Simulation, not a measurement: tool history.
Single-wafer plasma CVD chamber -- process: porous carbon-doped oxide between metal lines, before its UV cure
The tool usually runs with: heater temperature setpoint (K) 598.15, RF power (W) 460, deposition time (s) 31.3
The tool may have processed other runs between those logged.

| run | hour | heater temperature setpoint (K) | RF power (W) | deposition time (s) | read-back reference wafer on the same gauge, thickness_nm | mean film thickness on the monitor wafer (angstrom) |
|---|---|---|---|---|---|---|
| 1 | 0.0 | 598.15 | 460 | 33.6 | 146.147 | 1301.55 |
| 2 | 61.9 | 598.15 | 460 | 31.3 | 146.208 | 1226.90 |
| 3 | 107.6 | 598.15 | 460 | 31.3 | 146.205 | 1219.10 |
| 4 | 132.7 | 598.15 | 460 | 31.3 | 145.929 | 1211.47 |
| 5 | 201.4 | 598.15 | 460 | 31.3 | 145.881 | 1215.42 |
| 6 | 254.9 | 598.15 | 460 | 31.3 | 145.964 | 1217.84 |
|  | 317.8 | showerhead replaced, of another model than before |
| 7 | 451.1 | 598.15 | 460 | 31.3 | 145.949 | 1162.10 |
|  | 485.9 | gauge calibrated |
|  | 504.6 | thermocouple changed; heater temperature recalibrated |
| 8 | 510.1 | 598.15 | 485 | 31.3 | 145.990 | 1228.46 |
| 9 | 562.3 | 598.15 | 460 | 31.3 | 146.121 | 1152.97 |
| 10 | 596.2 | 598.15 | 395 | 27.9 | 146.051 | 875.40 |
| 11 | 625.7 | 593.15 | 540 | 35.6 | 145.803 | 1540.34 |
|  | 653.6 | RF generator calibrated |
| 12 | 660.7 | 598.15 | 510 | 35.0 | 146.107 | 1545.38 |
| 13 | 708.4 | 598.15 | 485 | 31.3 | 146.107 | 1341.18 |
| 14 | 739.6 | 598.15 | 380 | 31.3 | 145.947 | 1036.07 |
| 15 | 778.1 | 598.15 | 460 | 33.0 | 145.964 | 1342.09 |
| 16 | 824.7 | 611.15 | 400 | 31.3 | 146.122 | 1039.42 |
| 17 | 876.7 | 585.15 | 520 | 33.4 | 145.659 | 1598.61 |

Branching from run 17: 5 alternative next runs. What would each branch give?
| A | 877.1 | 598.15 | 460 | 25.2 | ? | ? |
| B | 877.1 | 586.15 | 395 | 36.4 | ? | ? |
| C | 877.1 | 612.15 | 410 | 36.2 | ? | ? |
| D | 877.1 | 609.15 | 415 | 25.3 | ? | ? |
| E | 877.1 | 605.15 | 525 | 29.4 | ? | ? |

| run | read-back reference wafer on the same gauge, thickness_nm | mean film thickness on the monitor wafer (angstrom) |
|---|---|---|
| A | 146.101 | 1021.75 |
| B | 146.101 | 1309.91 |
| C | 146.101 | 1215.49 |
| D | 146.101 | 880.11 |
| E | 146.101 | 1292.78 |
Stripped of hidden state, with their random variation kept, the same runs would have yielded:
| run | mean film thickness on the monitor wafer (angstrom) |
|---|---|
| A | 1035.08 |
| B | 1329.28 |
| C | 1232.85 |
| D | 892.69 |
| E | 1308.57 |
